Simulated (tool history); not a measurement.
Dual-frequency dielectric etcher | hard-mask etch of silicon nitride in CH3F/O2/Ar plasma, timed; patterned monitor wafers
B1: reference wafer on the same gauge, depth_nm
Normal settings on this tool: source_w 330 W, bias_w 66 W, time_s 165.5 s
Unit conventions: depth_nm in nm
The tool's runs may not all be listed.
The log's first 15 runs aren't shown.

{"hour": 793.5, "done": "source power generator calibrated"}
{"run": 16, "hour": 846.2, "source_w": 260, "bias_w": 77, "time_s": 200.5, "B1": 91.2, "depth_nm": 116.7}
{"run": 17, "hour": 876.3, "source_w": 400, "bias_w": 60, "time_s": 137.5, "B1": 91.2, "depth_nm": 84.9}
{"hour": 946.3, "done": "upper electrode replaced"}
{"run": 18, "hour": 946.8, "source_w": 330, "bias_w": 66, "time_s": 165.5, "B1": 91.3, "depth_nm": 98.2}
{"run": 19, "hour": 973.8, "source_w": 330, "bias_w": 62, "time_s": 134, "B1": 91.2, "depth_nm": 77.8}
{"run": 20, "hour": 1009.1, "source_w": 260, "bias_w": 53, "time_s": 141.5, "B1": 91.1, "depth_nm": 70.7}
{"run": 21, "hour": 1064.2, "source_w": 330, "bias_w": 66, "time_s": 165.5, "B1": 91.1, "depth_nm": 98.1}
{"run": 22, "hour": 1121.6, "source_w": 260, "bias_w": 66, "time_s": 117, "B1": 91.2, "depth_nm": 63.9}
{"run": 23, "hour": 1157.0, "source_w": 330, "bias_w": 66, "time_s": 165.5, "B1": 91.2, "depth_nm": 98.4}
{"run": 24, "hour": 1200.5, "source_w": 370, "bias_w": 66, "time_s": 151.5, "B1": 91.1, "depth_nm": 94.7}
{"hour": 1232.0, "done": "wet clean of the chamber"}
{"run": 25, "hour": 1272.3, "source_w": 400, "bias_w": 75, "time_s": 183.5, "B1": 91.3, "depth_nm": 123.3}

What will run 26 give?
{"run": 26, "hour": 1338.1, "source_w": 410, "bias_w": 66, "time_s": 208.5, "B1": "?", "depth_nm": "?"}

{"run 26": {"B1": 91.1, "depth_nm": 134.8}}
Were there no unlogged condition in the tool, this run, its random variation unchanged, would have produced depth_nm 134.8 nm.
